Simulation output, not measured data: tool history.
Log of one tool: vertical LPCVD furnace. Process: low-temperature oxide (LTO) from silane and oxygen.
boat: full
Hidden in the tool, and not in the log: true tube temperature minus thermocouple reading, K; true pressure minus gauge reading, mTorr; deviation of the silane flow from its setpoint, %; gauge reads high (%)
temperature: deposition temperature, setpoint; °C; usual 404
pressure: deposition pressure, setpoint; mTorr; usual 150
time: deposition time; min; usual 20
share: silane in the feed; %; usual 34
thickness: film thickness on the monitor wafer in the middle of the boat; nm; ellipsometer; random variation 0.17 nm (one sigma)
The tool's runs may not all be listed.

run,hour,temperature,pressure,time,share,wafers since the last listed run,hours since the last temperature calibration,hours since the pressure gauge was zeroed,hours since the silane flow controller was replaced,hours since the gauge calibration,"read-back reference wafer on the same gauge, thickness",thickness
1,0,404,150,20,36,0,4069,3569.6,5567.9,539.9,111.94,112.16
# hour 27.8: silane flow controller replaced
2,28.3,404,150,20,36,62,4097.3,3597.9,0.5,568.2,112.06,118.93
3,31.6,404,150,20,34,48,4100.6,3601.2,3.8,571.5,112.03,109.95
4,43.8,407,150,24.5,34,178,4112.8,3613.4,16,583.7,112.05,139.68
5,56.8,407,150,24.5,34,189,4125.8,3626.4,29,596.7,111.97,139.69
6,65.2,407,150,24.5,34,122,4134.2,3634.8,37.4,605.1,112.03,140.08
7,95,404,150,20,34,435,4164,3664.6,67.2,634.9,112.05,110.04
8,111,399,150,20,40,233,4180,3680.6,83.2,650.9,111.97,128.29
9,120,410,130,20,34,131,4189,3689.6,92.2,659.9,111.96,102.21
# hour 120.3: gauge calibrated
10,130.3,414,150,17.5,38,150,4199.3,3699.9,102.5,10,111.98,124.36
11,145.6,414,160,27,37,223,4214.6,3715.2,117.8,25.3,112.01,198.64
# hour 171.6: thermocouples replaced and temperature profile calibrated
12,172.1,404,150,20,34,36,0.5,3741.7,144.3,51.8,112.02,110.47
13,175.4,401,135,13.5,32,48,3.8,3745,147.6,55.1,111.99,59.3
14,178.7,404,150,20,34,48,7.1,3748.3,150.9,58.4,112.07,109.9
15,182,397,150,20,34,48,10.4,3751.6,154.2,61.7,111.98,101.78
# hour 209: pressure gauge zeroed
16,209.5,404,150,20,34,51,37.9,0.5,181.7,89.2,112.01,110.27
17,212.8,404,150,20,40,48,41.2,3.8,185,92.5,111.97,135.42
18,216.1,393,150,14.5,37,48,44.5,7.1,188.3,95.8,111.93,78.69
19,228.9,415,150,20,36,186,57.3,19.9,201.1,108.6,112,134.12
20,238.7,404,150,20,34,143,67.1,29.7,210.9,118.4,112.06,110.31
21,253.9,396,160,26.5,34,221,82.3,44.9,226.1,133.6,112.03,141.76
22,269.9,404,140,20,34,233,98.3,60.9,242.1,149.6,111.99,102.93
23,281.4,396,150,20,36,167,109.8,72.4,253.6,161.1,111.95,108.46
24,298.7,415,140,17,32,252,127.1,89.7,270.9,178.4,112.01,91.21
25,312.3,404,150,17,34,198,140.7,103.3,284.5,192,111.97,93.67
26,326,404,150,20,34,200,154.4,117,298.2,205.7,112.04,110.27
27,341.4,394,130,18,34,224,169.8,132.4,313.6,221.1,111.98,76.4
28,356.6,404,150,20,34,221,185,147.6,328.8,236.3,112.03,110.22
29,370.7,404,150,20,34,205,199.1,161.7,342.9,250.4,111.97,110.09
30,402.9,404,150,20,34,470,231.3,193.9,375.1,282.6,111.95,110.16

Hidden state at the last listed run before each entry between runs and at the first one after, where it differs:
Between runs 1 and 2: silane flow controller replaced (hour 27.8)
  deviation of the silane flow from its setpoint, %: -7.53 -> -0.798
  measured less the result without the state, thickness: -7.78 -> -0.79 nm
Between runs 9 and 10: gauge calibrated (hour 120.3)
  no hidden state differs between the two runs
  measured less the result without the state, thickness: -0.73 -> -0.75 nm
Between runs 11 and 12: thermocouples replaced and temperature profile calibrated (hour 171.6)
  deviation of the silane flow from its setpoint, %: -0.801 -> -0.802
  measured less the result without the state, thickness: -1.26 -> -0.8 nm
Between runs 15 and 16: pressure gauge zeroed (hour 209)
  deviation of the silane flow from its setpoint, %: -0.803 -> -0.805
  measured less the result without the state, thickness: -0.75 -> -0.8 nm
